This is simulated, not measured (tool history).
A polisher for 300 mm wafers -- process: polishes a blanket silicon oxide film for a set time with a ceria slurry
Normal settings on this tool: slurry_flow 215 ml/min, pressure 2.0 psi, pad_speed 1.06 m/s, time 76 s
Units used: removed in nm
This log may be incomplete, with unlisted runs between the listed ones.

run	day	slurry_flow	pressure	pad_speed	time	wafers since the last listed run	wafers polished on this pad	hours since the slurry nozzle was cleaned	hours since the head pressure was calibrated	incoming thickness of the incoming film, nm	removed
1	0.000	215	2.0	1.06	76	0	825	158.0	543.2	1713.4	273.6
2	0.600	215	2.0	1.06	76	98	924	172.4	557.6	1683.8	274.0
3	1.492	215	2.0	1.06	76	147	1071	193.8	579.0	1728.0	269.5
4	2.246	265	2.0	1.06	76	124	1195	211.9	597.1	1723.3	275.9
# day 2.488: worn pad replaced by a new one
5	3.733	265	2.0	1.06	76	217	205	247.6	632.8	1719.3	276.9
6	4.967	265	2.0	1.06	76	203	408	277.2	662.4	1714.7	270.9
7	5.992	215	2.0	1.06	76	168	577	301.8	687.0	1672.1	265.1
8	7.288	215	2.0	1.06	76	213	791	332.9	718.1	1697.1	263.1
# day 7.854: slurry nozzle cleaned
9	8.038	215	2.0	1.06	76	116	908	4.4	736.1	1693.0	281.7
# day 9.067: worn pad replaced by a new one
10	9.096	215	2.0	1.06	76	147	4	29.8	761.5	1733.1	277.9
11	9.962	215	2.0	1.06	76	142	147	50.6	782.3	1700.8	277.6
12	10.758	215	2.0	1.06	76	131	278	69.7	801.4	1685.8	274.8
13	12.108	215	2.0	1.06	76	222	501	102.1	833.8	1679.8	273.3
14	13.362	215	2.0	1.06	76	206	707	132.2	863.9	1700.0	275.0
15	13.896	215	2.0	1.06	76	87	795	145.0	876.7	1688.6	276.0
16	15.054	215	2.0	0.78	76	190	986	172.8	904.5	1718.1	201.7
17	16.242	215	1.8	0.96	76	195	1182	201.3	933.0	1691.0	226.1
18	16.808	215	2.4	1.18	76	93	1276	214.9	946.6	1735.4	346.3
# day 17.071: worn pad replaced by a new one
19	20.133	215	2.0	1.06	76	520	505	294.7	1026.4	1697.9	268.1
20	21.517	215	2.0	1.06	76	228	733	327.9	1059.6	1697.2	266.2
21	22.550	260	1.7	0.74	90	170	903	352.7	1084.4	1693.9	196.7
22	24.588	265	2.5	1.06	76	335	1239	401.6	1133.3	1703.1	326.4
# day 24.692: head pressure recalibrated
# day 24.858: worn pad replaced by a new one
# day 25.054: slurry nozzle cleaned
23	25.992	190	1.3	0.94	98	183	179	22.5	31.2	1705.4	208.2
24	26.825	215	2.0	0.74	76	137	317	42.5	51.2	1696.5	180.3
25	27.517	215	1.6	0.84	99	114	431	59.1	67.8	1710.5	228.0
26	28.508	215	1.5	1.42	76	163	594	82.9	91.6	1713.4	281.7
27	29.312	250	1.8	0.72	92	132	727	102.2	110.9	1687.0	201.0
28	30.392	265	2.5	1.06	76	177	905	128.1	136.8	1710.9	322.4
# day 31.379: worn pad replaced by a new one
29	31.683	235	2.3	1.06	76	185	50	159.1	167.8	1686.8	296.2
30	32.446	180	1.7	1.06	60	125	175	177.4	186.1	1707.3	179.0
31	33.738	290	2.0	1.06	76	212	388	208.4	217.1	1706.8	271.1
32	34.262	140	1.5	1.06	102	86	475	221.0	229.7	1698.4	270.9
33	35.329	195	2.0	1.36	76	175	651	246.6	255.3	1697.5	336.0
34	36.088	215	2.0	1.24	76	125	776	264.8	273.5	1681.5	309.8

4 options for the next run, each taken on its own from the tool as it stands now. Forecast them:
A	36.108	215	2.0	1.06	69	3	779	265.3	274.0	1711.9	?
B	36.108	180	2.0	0.80	67	3	779	265.3	274.0	1711.9	?
C	36.108	215	1.6	1.06	63	3	779	265.3	274.0	1711.9	?
D	36.108	245	2.0	1.28	76	3	779	265.3	274.0	1711.9	?

run	removed
A	239.8
B	172.5
C	183.8
D	323.1
The same runs, with their run-to-run variation unchanged, on a tool lacking any hidden condition would have given:
run	removed
A	238.0
B	171.8
C	182.4
D	320.0

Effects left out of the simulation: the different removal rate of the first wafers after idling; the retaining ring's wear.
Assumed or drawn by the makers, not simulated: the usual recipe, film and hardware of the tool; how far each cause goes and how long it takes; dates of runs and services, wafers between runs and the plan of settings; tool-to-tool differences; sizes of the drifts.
